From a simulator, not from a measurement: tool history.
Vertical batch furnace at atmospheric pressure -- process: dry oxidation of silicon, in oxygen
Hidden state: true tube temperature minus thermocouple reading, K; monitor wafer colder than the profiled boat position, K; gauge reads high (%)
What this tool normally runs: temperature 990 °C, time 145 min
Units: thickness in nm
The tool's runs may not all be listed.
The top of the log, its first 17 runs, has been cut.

run   hour  temperature   time  wafers since the last listed run  hours since the last temperature calibration  hours since the boat lift was adjusted  hours since the gauge calibration  read-back reference wafer on the same gauge, thickness  thickness
 18  409.7         1000  189.5                                70                                           6.7                                   184.3                              777.7                                                     127     146.16
     423.2  -- gauge calibrated
 19  435.1         1003     98                               287                                          32.1                                   209.7                               11.9                                                  127.04      98.38
 20  465.4          972    101                               343                                          62.4                                     240                               42.2                                                  126.94      80.39
 21    484          979  183.5                               210                                            81                                   258.6                               60.8                                                  126.99     124.47
 22  500.5          966    173                               186                                          97.5                                   275.1                               77.3                                                  127.04     109.48
 23  522.5          990    106                               249                                         119.5                                   297.1                               99.3                                                  127.01      94.66
 24  551.5          990    145                               328                                         148.5                                   326.1                              128.3                                                  126.99     115.73
 25  584.2          969    200                               370                                         181.2                                   358.8                                161                                                     127     123.14
 26  611.4          972  171.5                               308                                         208.4                                     386                              188.2                                                  126.94     114.04
 27  644.7          997  197.5                               377                                         241.7                                   419.3                              221.5                                                  126.98     147.55
 28  676.5          967     81                               360                                         273.5                                   451.1                              253.3                                                  127.06      66.78
 29  700.9          972  171.5                               276                                         297.9                                   475.5                              277.7                                                  127.04     114.31
 30    713         1010    145                               137                                           310                                   487.6                              289.8                                                  126.99     133.01
 31  728.3          990    145                               173                                         325.3                                   502.9                              305.1                                                  127.02      115.9

Each row is a separate what-if for the run after 31, all from the same tool condition, not one after another. Results?
  A  733.8          990    145                                62                                         330.8                                   508.4                              310.6                                                       ?          ?
  B  733.8          980   83.5                                62                                         330.8                                   508.4                              310.6                                                       ?          ?
  C  733.8          996    111                                62                                         330.8                                   508.4                              310.6                                                       ?          ?
  D  733.8          977     73                                62                                         330.8                                   508.4                              310.6                                                       ?          ?
  E  733.8         1001  176.5                                62                                         330.8                                   508.4                              310.6                                                       ?          ?

run  read-back reference wafer on the same gauge, thickness  thickness
  A                                                  126.98     115.49
  B                                                  126.98      75.08
  C                                                  126.98     101.44
  D                                                  126.98      67.08
  E                                                  126.98     140.77
Take away the tool's hidden state, keep each run's random variation, and the runs would have read:
run  thickness
  A     114.45
  B      74.33
  C     100.48
  D      66.39
  E     139.48

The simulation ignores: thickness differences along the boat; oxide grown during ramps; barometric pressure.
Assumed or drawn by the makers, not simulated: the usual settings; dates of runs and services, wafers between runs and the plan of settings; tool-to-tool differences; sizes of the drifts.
